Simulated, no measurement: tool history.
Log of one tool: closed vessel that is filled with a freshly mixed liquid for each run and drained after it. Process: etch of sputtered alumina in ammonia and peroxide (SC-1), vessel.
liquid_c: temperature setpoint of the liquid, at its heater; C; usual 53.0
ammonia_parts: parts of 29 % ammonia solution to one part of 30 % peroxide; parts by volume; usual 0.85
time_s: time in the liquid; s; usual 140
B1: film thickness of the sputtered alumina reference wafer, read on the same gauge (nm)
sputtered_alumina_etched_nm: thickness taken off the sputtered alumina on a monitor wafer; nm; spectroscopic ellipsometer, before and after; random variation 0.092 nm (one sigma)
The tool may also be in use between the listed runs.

run 1 hour=0.0 | liquid_c=53.0 ammonia_parts=1.15 time_s=90 | B1=79.98 | sputtered_alumina_etched_nm=6.38
run 2 hour=53.5 | liquid_c=53.0 ammonia_parts=0.85 time_s=140 | B1=79.98 | sputtered_alumina_etched_nm=9.77
run 3 hour=159.8 | liquid_c=53.0 ammonia_parts=0.85 time_s=140 | B1=79.99 | sputtered_alumina_etched_nm=9.68
run 4 hour=199.8 | liquid_c=53.0 ammonia_parts=0.85 time_s=140 | B1=79.98 | sputtered_alumina_etched_nm=9.47
run 5 hour=269.4 | liquid_c=53.0 ammonia_parts=0.70 time_s=140 | B1=80.01 | sputtered_alumina_etched_nm=9.98
run 6 hour=372.7 | liquid_c=53.0 ammonia_parts=0.70 time_s=140 | B1=80.00 | sputtered_alumina_etched_nm=9.99
run 7 hour=476.9 | liquid_c=53.0 ammonia_parts=0.85 time_s=140 | B1=80.02 | sputtered_alumina_etched_nm=10.08
run 8 hour=788.4 | liquid_c=53.0 ammonia_parts=0.85 time_s=140 | B1=80.00 | sputtered_alumina_etched_nm=9.87
run 9 hour=854.9 | liquid_c=53.0 ammonia_parts=0.85 time_s=140 | B1=79.97 | sputtered_alumina_etched_nm=9.62
run 10 hour=921.9 | liquid_c=53.0 ammonia_parts=0.85 time_s=75 | B1=80.01 | sputtered_alumina_etched_nm=5.14
run 11 hour=1037.7 | liquid_c=53.0 ammonia_parts=0.85 time_s=75 | B1=80.03 | sputtered_alumina_etched_nm=4.83
run 12 hour=1109.8 | liquid_c=53.0 ammonia_parts=0.85 time_s=140 | B1=79.97 | sputtered_alumina_etched_nm=8.93
run 13 hour=1181.3 | liquid_c=53.0 ammonia_parts=0.85 time_s=140 | B1=80.02 | sputtered_alumina_etched_nm=8.85
run 14 hour=1232.4 | liquid_c=49.5 ammonia_parts=1.20 time_s=115 | B1=80.00 | sputtered_alumina_etched_nm=6.25
run 15 hour=1282.0 | liquid_c=61.0 ammonia_parts=0.85 time_s=140 | B1=79.99 | sputtered_alumina_etched_nm=13.51
run 16 hour=1368.1 | liquid_c=49.5 ammonia_parts=0.65 time_s=100 | B1=80.01 | sputtered_alumina_etched_nm=5.07
run 17 hour=1444.4 | liquid_c=53.0 ammonia_parts=0.85 time_s=140 | B1=80.00 | sputtered_alumina_etched_nm=8.76
run 18 hour=1507.1 | liquid_c=53.0 ammonia_parts=1.05 time_s=170 | B1=79.98 | sputtered_alumina_etched_nm=10.63
run 19 hour=1572.6 | liquid_c=53.0 ammonia_parts=0.85 time_s=140 | B1=80.03 | sputtered_alumina_etched_nm=10.27
run 20 hour=1848.4 | liquid_c=60.5 ammonia_parts=0.85 time_s=85 | B1=79.96 | sputtered_alumina_etched_nm=8.90
run 21 hour=1927.5 | liquid_c=46.5 ammonia_parts=0.85 time_s=140 | B1=80.01 | sputtered_alumina_etched_nm=6.88
run 22 hour=2034.5 | liquid_c=53.0 ammonia_parts=0.85 time_s=180 | B1=80.01 | sputtered_alumina_etched_nm=12.50

Not shown: 8 entries that the log had between the listed runs. Between which runs, and how does the tool's hidden state differ before and after?
Between runs 3 and 4: ammonia flow meter replaced (hour 193.7)
  liquid colder than its thermometer reads (K): 1.27 -> 1.33
  measured less the result without the state, sputtered_alumina_etched_nm: -0.69 -> -0.71 nm
Between runs 4 and 5: thermometer replaced (hour 214.8)
  liquid colder than its thermometer reads (K): 1.33 -> 0.205
  measured less the result without the state, sputtered_alumina_etched_nm: -0.71 -> -0.12 nm
Between runs 7 and 8: new drum of ammonia solution connected (hour 597.7)
  liquid colder than its thermometer reads (K): 0.542 -> 1.05
  measured less the result without the state, sputtered_alumina_etched_nm: -0.30 -> -0.58 nm
Between runs 10 and 11: thermometer replaced (hour 1006.9)
  liquid colder than its thermometer reads (K): 1.26 -> 2.49
  measured less the result without the state, sputtered_alumina_etched_nm: -0.37 -> -0.70 nm
Between runs 14 and 15: ammonia flow meter replaced (hour 1281.6)
  liquid colder than its thermometer reads (K): 2.8 -> 2.88
  measured less the result without the state, sputtered_alumina_etched_nm: -1.05 -> -2.16 nm
Between runs 16 and 17: gauge calibrated (hour 1435.9)
  liquid colder than its thermometer reads (K): 3.02 -> 3.15
  measured less the result without the state, sputtered_alumina_etched_nm: -0.93 -> -1.64 nm
Between runs 18 and 19: thermometer replaced, repeated, since the last time left the tool worse (hour 1513.0); new drum of ammonia solution connected (hour 1547.4)
  liquid colder than its thermometer reads (K): 3.25 -> 0.135
  measured less the result without the state, sputtered_alumina_etched_nm: -2.06 -> -0.08 nm
